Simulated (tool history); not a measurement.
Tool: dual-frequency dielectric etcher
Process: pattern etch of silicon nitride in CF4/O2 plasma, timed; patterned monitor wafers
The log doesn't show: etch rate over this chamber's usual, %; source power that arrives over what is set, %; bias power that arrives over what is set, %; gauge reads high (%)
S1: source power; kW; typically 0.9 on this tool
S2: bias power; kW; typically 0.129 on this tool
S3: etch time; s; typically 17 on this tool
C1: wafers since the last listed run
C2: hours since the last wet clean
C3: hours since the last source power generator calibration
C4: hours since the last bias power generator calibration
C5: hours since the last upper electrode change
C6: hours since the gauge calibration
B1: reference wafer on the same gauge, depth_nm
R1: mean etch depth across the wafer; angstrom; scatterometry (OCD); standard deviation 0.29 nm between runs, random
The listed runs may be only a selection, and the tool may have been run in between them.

Run 1, hour 0: usual settings but S1 0.84 kW; C1 0; C2 81.4; C3 3144.4; C4 2730; C5 4137.1; C6 348.7; B1 43.1. Result: R1 456 angstrom.
Run 2, hour 24.1: usual settings but S2 0.146 kW; C1 496; C2 105.5; C3 3168.5; C4 2754.1; C5 4161.2; C6 372.8; B1 43.2. Result: R1 509 angstrom.
Run 3, hour 51: usual settings; C1 554; C2 132.4; C3 3195.4; C4 2781; C5 4188.1; C6 399.7; B1 43.1. Result: R1 483 angstrom.
Run 4, hour 71.3: usual settings; C1 418; C2 152.7; C3 3215.7; C4 2801.3; C5 4208.4; C6 420; B1 43.1. Result: R1 481 angstrom.
Run 5, hour 92.3: usual settings; C1 432; C2 173.7; C3 3236.7; C4 2822.3; C5 4229.4; C6 441; B1 43.2. Result: R1 487 angstrom.
Run 6, hour 183.1: usual settings; C1 1870; C2 264.5; C3 3327.5; C4 2913.1; C5 4320.2; C6 531.8; B1 43.1. Result: R1 480 angstrom.
Run 7, hour 213.3: usual settings but S2 0.137 kW; C1 622; C2 294.7; C3 3357.7; C4 2943.3; C5 4350.4; C6 562; B1 43. Result: R1 491 angstrom.
Run 8, hour 235.8: usual settings; C1 463; C2 317.2; C3 3380.2; C4 2965.8; C5 4372.9; C6 584.5; B1 43. Result: R1 483 angstrom.
Run 9, hour 250.9: usual settings; C1 311; C2 332.3; C3 3395.3; C4 2980.9; C5 4388; C6 599.6; B1 42.9. Result: R1 483 angstrom.
Run 10, hour 276.3: usual settings; C1 523; C2 357.7; C3 3420.7; C4 3006.3; C5 4413.4; C6 625; B1 42.9. Result: R1 486 angstrom.
At hour 327: bias power generator calibrated.
Run 11, hour 327.5: usual settings but S1 0.8 kW; C1 972; C2 408.9; C3 3471.9; C4 0.5; C5 4464.6; C6 676.2; B1 43.1. Result: R1 421 angstrom.
Run 12, hour 359: usual settings but S1 0.71 kW, S3 20 s; C1 648; C2 440.4; C3 3503.4; C4 32; C5 4496.1; C6 707.7; B1 43. Result: R1 438 angstrom.
At hour 385.3: gauge calibrated.
Run 13, hour 393: usual settings but S1 0.81 kW, S3 19 s; C1 700; C2 474.4; C3 3537.4; C4 66; C5 4530.1; C6 7.7; B1 44. Result: R1 490 angstrom.
At hour 436.7: upper electrode replaced.
At hour 448.5: wet clean of the chamber.
Run 14, hour 449: usual settings but S1 1.06 kW, S2 0.112 kW, S3 22 s; C1 416; C2 0.5; C3 3593.4; C4 122; C5 12.3; C6 63.7; B1 43.8. Result: R1 698 angstrom.
Run 15, hour 449.3: usual settings but S2 0.14 kW, S3 14 s; C1 6; C2 0.8; C3 3593.7; C4 122.3; C5 12.6; C6 64; B1 43.7. Result: R1 422 angstrom.
Run 16, hour 472.7: usual settings but S1 1.11 kW, S2 0.117 kW; C1 482; C2 24.2; C3 3617.1; C4 145.7; C5 36; C6 87.4; B1 43.7. Result: R1 586 angstrom.
At hour 496: source power generator calibrated.
Run 17, hour 496.5: usual settings but S1 0.71 kW, S2 0.155 kW; C1 407; C2 48; C3 0.5; C4 169.5; C5 59.8; C6 111.2; B1 43.5. Result: R1 408 angstrom.
Run 18, hour 510.2: usual settings; C1 282; C2 61.7; C3 14.2; C4 183.2; C5 73.5; C6 124.9; B1 43.6. Result: R1 491 angstrom.
Run 19, hour 537.8: usual settings but S1 0.83 kW, S2 0.1 kW, S3 12.5 s; C1 568; C2 89.3; C3 41.8; C4 210.8; C5 101.1; C6 152.5; B1 43.4. Result: R1 295 angstrom.
Run 20, hour 556.5: usual settings but S1 0.77 kW; C1 385; C2 108; C3 60.5; C4 229.5; C5 119.8; C6 171.2; B1 43.4. Result: R1 414 angstrom.
Run 21, hour 624.1: usual settings but S1 1.11 kW, S2 0.117 kW; C1 1392; C2 175.6; C3 128.1; C4 297.1; C5 187.4; C6 238.8; B1 43.3. Result: R1 576 angstrom.
Run 22, hour 652.5: usual settings but S1 0.8 kW; C1 585; C2 204; C3 156.5; C4 325.5; C5 215.8; C6 267.2; B1 43.1. Result: R1 426 angstrom.
Run 23, hour 680.4: usual settings but S1 1.11 kW, S2 0.117 kW; C1 574; C2 231.9; C3 184.4; C4 353.4; C5 243.7; C6 295.1; B1 43.1. Result: R1 575 angstrom.

What if the next run were any one of these 3? Each begins from the tool's condition after run 23:
Run A, hour 680.8: usual settings but S1 0.78 kW; C1 8; C2 232.3; C3 184.8; C4 353.8; C5 244.1; C6 295.5; B1 ?. Result: R1 ?.
Run B, hour 680.8: usual settings but S1 0.72 kW; C1 8; C2 232.3; C3 184.8; C4 353.8; C5 244.1; C6 295.5; B1 ?. Result: R1 ?.
Run C, hour 680.8: usual settings but S1 1.02 kW; C1 8; C2 232.3; C3 184.8; C4 353.8; C5 244.1; C6 295.5; B1 ?. Result: R1 ?.

run    B1   R1
  A  43.1  413
  B  43.1  378
  C  43.1  550
Stripped of hidden state, with their random variation kept, the same runs would have yielded:
run   R1
  A  422
  B  386
  C  561

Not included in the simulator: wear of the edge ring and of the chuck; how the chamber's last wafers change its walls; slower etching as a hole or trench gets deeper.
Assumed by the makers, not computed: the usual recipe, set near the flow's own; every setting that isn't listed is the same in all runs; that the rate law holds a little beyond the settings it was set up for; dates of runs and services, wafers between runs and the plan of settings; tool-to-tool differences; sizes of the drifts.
